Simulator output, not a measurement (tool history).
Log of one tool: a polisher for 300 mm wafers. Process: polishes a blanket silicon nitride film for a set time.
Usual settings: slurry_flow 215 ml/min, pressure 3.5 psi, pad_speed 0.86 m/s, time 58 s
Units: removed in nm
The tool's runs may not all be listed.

run	hour	slurry_flow	pressure	pad_speed	time	incoming thickness of the incoming film, nm	removed
1	0	215	3.5	0.86	67	484.1	99
# hour 30.8: worn pad replaced by a new one
2	31.7	215	3.5	0.86	58	481.4	87.3
3	44.2	215	3.5	0.92	58	480.8	91.3
4	73.4	215	3.5	0.92	58	471.5	89.4
5	93.6	215	3.5	0.86	58	480.1	85.7
# hour 134.6: worn pad replaced by a new one
6	150.5	215	3.5	0.86	58	481.7	84.8
# hour 236.5: worn pad replaced by a new one, of another model than before
# hour 236.8: slurry nozzle cleaned
7	251.1	215	3.5	0.86	58	483.2	86.1
8	278.7	215	4.1	0.86	58	484.6	91.7
9	297.7	215	4.1	0.86	58	478	93
10	309.7	215	2.4	1.02	58	484.8	81
# hour 320.2: head pressure recalibrated
11	339.2	215	3.5	0.86	58	486.6	84.8
# hour 354.1: worn pad replaced by a new one
12	361.9	215	3.5	1	51	480.8	82.9
13	394.5	215	3.5	0.76	38	487.3	51.2
14	426.2	250	4.4	0.7	41	473.4	60.6
15	450.9	150	2.4	1.14	58	481.1	82.1
# hour 460: worn pad replaced by a new one
16	477.7	175	3.5	0.86	50	488.2	72.3
# hour 484.5: slurry nozzle cleaned
17	511.5	215	3.5	0.86	58	476.1	85.2
18	524.5	215	3.5	0.86	50	480.1	73.8
19	544.1	215	3.5	0.86	58	473.6	85.2

Forecast each of these 4 alternatives for the next run:
A	544.5	215	3.1	0.86	58	481.6	?
B	544.5	215	4.7	0.86	46	481.6	?
C	544.5	160	3.5	0.86	58	481.6	?
D	544.5	275	4.6	0.86	58	481.6	?

run	removed
A	80.4
B	77.6
C	82.4
D	98.8
Without the tool's hidden state the same runs would have given:
run	removed
A	83
B	80.1
C	85.1
D	102
